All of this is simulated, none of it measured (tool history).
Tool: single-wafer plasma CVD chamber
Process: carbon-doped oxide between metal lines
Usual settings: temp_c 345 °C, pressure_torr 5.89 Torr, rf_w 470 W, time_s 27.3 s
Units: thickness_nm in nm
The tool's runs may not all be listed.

run	hour	temp_c	pressure_torr	rf_w	time_s	wafers since the last listed run	hours since the last thermocouple change	hours since the last RF generator calibration	hours since the last manometer calibration	hours since the showerhead was replaced	hours since the gauge calibration	read-back reference wafer on the same gauge, thickness_nm	thickness_nm
1	0.0	345	5.89	470	27.3	0	2203.1	784.8	1874.1	4821.1	371.9	146.849	128.664
2	17.8	345	5.89	470	27.3	575	2220.9	802.6	1891.9	4838.9	389.7	147.081	128.143
3	33.2	345	5.89	470	27.3	497	2236.3	818.0	1907.3	4854.3	405.1	146.891	128.906
4	41.4	354	5.89	470	27.3	264	2244.5	826.2	1915.5	4862.5	413.3	146.889	125.012
# hour 54.2: RF generator calibrated
5	54.7	345	5.89	470	27.3	171	2257.8	0.5	1928.8	4875.8	426.6	147.088	128.984
6	55.6	345	5.33	535	27.3	29	2258.7	1.4	1929.7	4876.7	427.5	147.230	139.616
7	68.6	345	5.33	535	27.3	420	2271.7	14.4	1942.7	4889.7	440.5	147.032	138.358
8	76.4	345	5.89	470	27.3	252	2279.5	22.2	1950.5	4897.5	448.3	146.992	127.806
9	92.9	345	5.89	470	27.3	533	2296.0	38.7	1967.0	4914.0	464.8	147.021	129.001
10	108.9	345	5.89	470	27.3	516	2312.0	54.7	1983.0	4930.0	480.8	146.918	129.782
11	121.7	345	5.89	470	27.3	413	2324.8	67.5	1995.8	4942.8	493.6	146.936	128.614
# hour 125.7: gauge calibrated
12	133.9	345	5.33	535	27.3	394	2337.0	79.7	2008.0	4955.0	8.2	147.131	139.508
# hour 151.1: thermocouple changed; heater temperature recalibrated
13	151.6	357	5.40	470	27.3	313	0.5	97.4	2025.7	4972.7	25.9	146.896	122.824
# hour 161.0: showerhead replaced
14	163.2	332	5.89	550	27.3	116	12.1	109.0	2037.3	2.2	37.5	146.966	151.500
15	171.4	345	5.89	470	27.3	264	20.3	117.2	2045.5	10.4	45.7	146.949	129.412
16	185.6	345	5.89	470	27.3	458	34.5	131.4	2059.7	24.6	59.9	146.909	128.463
17	201.9	356	6.29	540	29.0	526	50.8	147.7	2076.0	40.9	76.2	147.068	146.243
# hour 214.8: capacitance manometer re-zeroed and calibrated
18	216.1	345	4.70	520	31.7	200	65.0	161.9	1.3	55.1	90.4	147.017	155.699
19	223.0	345	5.89	470	27.3	222	71.9	168.8	8.2	62.0	97.3	147.053	129.234

The next listed run, before its measurement:
20	230.8	345	5.89	470	27.3	252	79.7	176.6	16.0	69.8	105.1	?	?

read-back reference wafer on the same gauge, thickness_nm: 146.862
thickness_nm: 129.168 nm
Without the tool's hidden state the same run would have given thickness_nm 129.168 nm.
